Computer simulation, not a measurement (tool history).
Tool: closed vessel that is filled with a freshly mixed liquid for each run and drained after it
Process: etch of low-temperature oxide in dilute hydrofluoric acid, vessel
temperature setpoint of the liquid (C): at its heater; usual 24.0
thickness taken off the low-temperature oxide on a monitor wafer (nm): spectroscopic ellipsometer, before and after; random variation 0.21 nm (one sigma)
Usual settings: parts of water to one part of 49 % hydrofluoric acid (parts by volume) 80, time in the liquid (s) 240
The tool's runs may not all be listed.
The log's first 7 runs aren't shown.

| run | hour | temperature setpoint of the liquid (C) | parts of water to one part of 49 % hydrofluoric acid (parts by volume) | time in the liquid (s) | wafers since the last listed run | hours since the thermometer was replaced | hours since the hydrofluoric acid flow meter was replaced | hours since the gauge calibration | read-back film thickness of the low-temperature oxide reference wafer, read on the same gauge (nm) | thickness taken off the low-temperature oxide on a monitor wafer (nm) |
|---|---|---|---|---|---|---|---|---|---|---|
|  | 68.0 | thermometer replaced |
| 8 | 74.9 | 24.0 | 80 | 240 | 769 | 6.9 | 1164.9 | 146.3 | 79.95 | 49.43 |
| 9 | 86.8 | 27.0 | 80 | 240 | 1158 | 18.8 | 1176.8 | 158.2 | 80.03 | 56.00 |
| 10 | 94.3 | 24.0 | 50 | 240 | 730 | 26.3 | 1184.3 | 165.7 | 79.99 | 82.10 |
| 11 | 106.1 | 24.0 | 80 | 240 | 1148 | 38.1 | 1196.1 | 177.5 | 80.00 | 49.40 |
| 12 | 119.5 | 26.0 | 120 | 240 | 1304 | 51.5 | 1209.5 | 190.9 | 80.03 | 34.00 |
| 13 | 157.3 | 22.0 | 80 | 240 | 3680 | 89.3 | 1247.3 | 228.7 | 79.96 | 45.28 |
| 14 | 173.5 | 24.0 | 80 | 240 | 1577 | 105.5 | 1263.5 | 244.9 | 80.02 | 49.72 |
| 15 | 182.0 | 24.0 | 65 | 240 | 827 | 114.0 | 1272.0 | 253.4 | 80.04 | 61.80 |
| 16 | 189.0 | 24.0 | 45 | 240 | 681 | 121.0 | 1279.0 | 260.4 | 79.98 | 91.65 |
| 17 | 203.7 | 21.5 | 110 | 170 | 1431 | 135.7 | 1293.7 | 275.1 | 80.01 | 22.03 |
| 18 | 215.3 | 20.5 | 55 | 240 | 1129 | 147.3 | 1305.3 | 286.7 | 79.99 | 64.21 |
| 19 | 230.0 | 29.0 | 80 | 240 | 1431 | 162.0 | 1320.0 | 301.4 | 80.03 | 59.94 |
|  | 238.1 | hydrofluoric acid flow meter replaced |
| 20 | 268.3 | 20.0 | 80 | 240 | 3631 | 200.3 | 30.2 | 339.7 | 80.05 | 41.70 |
| 21 | 284.4 | 20.0 | 40 | 350 | 1567 | 216.4 | 46.3 | 355.8 | 79.99 | 127.73 |
| 22 | 290.5 | 24.0 | 80 | 240 | 593 | 222.5 | 52.4 | 361.9 | 80.02 | 49.48 |
| 23 | 302.4 | 24.0 | 80 | 240 | 1158 | 234.4 | 64.3 | 373.8 | 80.03 | 48.76 |
| 24 | 311.1 | 21.5 | 65 | 115 | 846 | 243.1 | 73.0 | 382.5 | 80.00 | 26.84 |
|  | 313.5 | gauge calibrated |
| 25 | 325.3 | 24.0 | 80 | 240 | 1382 | 257.3 | 87.2 | 11.8 | 80.04 | 48.93 |
| 26 | 333.4 | 24.0 | 95 | 240 | 788 | 265.4 | 95.3 | 19.9 | 79.98 | 40.29 |
| 27 | 341.4 | 28.5 | 95 | 240 | 778 | 273.4 | 103.3 | 27.9 | 80.01 | 48.61 |
| 28 | 378.5 | 24.0 | 80 | 240 | 3611 | 310.5 | 140.4 | 65.0 | 80.03 | 48.77 |
| 29 | 395.6 | 21.5 | 100 | 110 | 1664 | 327.6 | 157.5 | 82.1 | 80.02 | 15.91 |
| 30 | 408.2 | 24.0 | 80 | 240 | 1226 | 340.2 | 170.1 | 94.7 | 80.01 | 48.85 |
| 31 | 414.8 | 24.0 | 115 | 240 | 642 | 346.8 | 176.7 | 101.3 | 79.98 | 32.59 |
| 32 | 425.9 | 24.0 | 80 | 240 | 1080 | 357.9 | 187.8 | 112.4 | 80.02 | 49.11 |

4 ways to go on from here, each from the tool as it stands after run 32. What would each give?
| A | 426.6 | 24.0 | 80 | 240 | 68 | 358.6 | 188.5 | 113.1 | ? | ? |
| B | 426.6 | 24.0 | 80 | 330 | 68 | 358.6 | 188.5 | 113.1 | ? | ? |
| C | 426.6 | 28.5 | 65 | 285 | 68 | 358.6 | 188.5 | 113.1 | ? | ? |
| D | 426.6 | 26.5 | 65 | 280 | 68 | 358.6 | 188.5 | 113.1 | ? | ? |

| run | read-back film thickness of the low-temperature oxide reference wafer, read on the same gauge (nm) | thickness taken off the low-temperature oxide on a monitor wafer (nm) |
|---|---|---|
| A | 80.03 | 48.99 |
| B | 80.03 | 67.37 |
| C | 80.03 | 87.42 |
| D | 80.03 | 79.33 |
Without the tool's hidden state the same runs would have given:
| run | thickness taken off the low-temperature oxide on a monitor wafer (nm) |
|---|---|
| A | 50.15 |
| B | 68.96 |
| C | 89.43 |
| D | 81.19 |

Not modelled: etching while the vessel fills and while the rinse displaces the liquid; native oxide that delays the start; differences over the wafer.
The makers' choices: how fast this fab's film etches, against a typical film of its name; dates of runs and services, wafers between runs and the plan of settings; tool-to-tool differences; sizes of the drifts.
